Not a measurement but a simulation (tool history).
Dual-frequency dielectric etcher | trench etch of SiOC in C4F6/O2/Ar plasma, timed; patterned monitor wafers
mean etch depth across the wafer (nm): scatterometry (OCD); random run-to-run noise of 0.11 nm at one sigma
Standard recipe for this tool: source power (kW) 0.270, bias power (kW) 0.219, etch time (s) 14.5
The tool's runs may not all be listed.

run	day	source power (kW)	bias power (kW)	etch time (s)	wafers since the last listed run	hours since the last wet clean	hours since the last source power generator calibration	hours since the last bias power generator calibration	hours since the last upper electrode change	hours since the gauge calibration	read-back reference wafer on the same gauge, depth_nm	mean etch depth across the wafer (nm)
1	0.000	0.270	0.219	14.5	0	134.3	964.0	194.5	1617.5	3257.2	25.77	26.34
2	4.188	0.270	0.219	14.5	1436	234.8	1064.5	295.0	1718.0	3357.7	25.80	26.72
3	6.708	0.270	0.259	14.5	864	295.3	1125.0	355.5	1778.5	3418.2	25.82	27.95
# day 7.429: gauge calibrated
4	9.817	0.270	0.219	14.5	1066	369.9	1199.6	430.1	1853.1	57.3	25.82	26.73
5	11.621	0.270	0.219	14.5	618	413.2	1242.9	473.4	1896.4	100.6	25.81	26.78
6	15.492	0.270	0.219	14.5	1327	506.1	1335.8	566.3	1989.3	193.5	25.76	26.90
7	19.596	0.270	0.271	14.5	1407	604.6	1434.3	664.8	2087.8	292.0	25.80	28.66
8	23.271	0.320	0.197	13.0	1260	692.8	1522.5	753.0	2176.0	380.2	25.79	25.98
# day 24.525: wet clean of the chamber
9	26.900	0.320	0.200	10.0	901	57.0	1609.6	840.1	2263.1	467.3	25.81	19.34
10	30.525	0.330	0.179	14.5	1243	144.0	1696.6	927.1	2350.1	554.3	25.78	27.86
# day 31.767: source power generator calibrated
11	38.325	0.270	0.176	14.5	2617	331.2	157.4	1114.3	2537.3	741.5	25.81	25.82
12	41.992	0.300	0.219	14.5	1257	419.2	245.4	1202.3	2625.3	829.5	25.81	28.90
13	46.133	0.240	0.219	16.5	1420	518.6	344.8	1301.7	2724.7	928.9	25.78	29.21
14	48.079	0.310	0.268	18.0	667	565.3	391.5	1348.4	2771.4	975.6	25.76	38.85
# day 50.804: wet clean of the chamber
15	50.825	0.330	0.219	14.5	598	0.5	457.4	1414.3	2837.3	1041.5	25.81	30.02
16	52.242	0.270	0.219	10.5	485	34.5	491.4	1448.3	2871.3	1075.5	25.79	19.45
17	55.079	0.270	0.219	14.5	973	102.6	559.5	1516.4	2939.4	1143.6	25.78	26.87
# day 59.658: upper electrode replaced
18	59.679	0.200	0.252	16.0	1234	213.0	669.9	1626.8	0.5	1254.0	25.80	25.70
19	61.392	0.270	0.170	18.5	587	254.1	711.0	1667.9	41.6	1295.1	25.81	32.29
20	64.954	0.330	0.273	18.0	1221	339.6	796.5	1753.4	127.1	1380.6	25.79	40.06
21	67.462	0.270	0.219	14.5	860	399.8	856.7	1813.6	187.3	1440.8	25.84	26.89
22	69.933	0.270	0.219	14.5	847	459.1	916.0	1872.9	246.6	1500.1	25.80	27.17
23	74.329	0.270	0.219	14.5	1507	564.6	1021.5	1978.4	352.1	1605.6	25.81	27.20
24	78.771	0.270	0.219	14.5	1523	671.2	1128.1	2085.0	458.7	1712.2	25.79	27.12
# day 80.088: wet clean of the chamber
25	81.454	0.270	0.219	16.0	577	32.8	1192.5	2149.4	523.1	1776.6	25.80	29.02
26	83.479	0.320	0.219	13.0	694	81.4	1241.1	2198.0	571.7	1825.2	25.81	25.81
27	86.371	0.270	0.197	15.5	991	150.8	1310.5	2267.4	641.1	1894.6	25.80	27.66
28	90.525	0.310	0.235	14.5	1424	250.5	1410.2	2367.1	740.8	1994.3	25.79	29.14
29	92.817	0.340	0.219	11.0	785	305.5	1465.2	2422.1	795.8	2049.3	25.77	23.04

Below are 5 alternative next runs, each starting from the tool's condition after run 29. Predict each:
A	92.833	0.270	0.219	12.5	5	305.9	1465.6	2422.5	796.2	2049.7	?	?
B	92.833	0.330	0.258	14.5	5	305.9	1465.6	2422.5	796.2	2049.7	?	?
C	92.833	0.270	0.201	12.0	5	305.9	1465.6	2422.5	796.2	2049.7	?	?
D	92.833	0.310	0.194	18.0	5	305.9	1465.6	2422.5	796.2	2049.7	?	?
E	92.833	0.310	0.237	18.0	5	305.9	1465.6	2422.5	796.2	2049.7	?	?

run	read-back reference wafer on the same gauge, depth_nm	mean etch depth across the wafer (nm)
A	25.81	23.01
B	25.81	31.18
C	25.81	21.59
D	25.81	34.66
E	25.81	36.56
Take away the tool's hidden state, keep each run's random variation, and the runs would have read:
run	mean etch depth across the wafer (nm)
A	23.48
B	31.81
C	22.03
D	35.37
E	37.30

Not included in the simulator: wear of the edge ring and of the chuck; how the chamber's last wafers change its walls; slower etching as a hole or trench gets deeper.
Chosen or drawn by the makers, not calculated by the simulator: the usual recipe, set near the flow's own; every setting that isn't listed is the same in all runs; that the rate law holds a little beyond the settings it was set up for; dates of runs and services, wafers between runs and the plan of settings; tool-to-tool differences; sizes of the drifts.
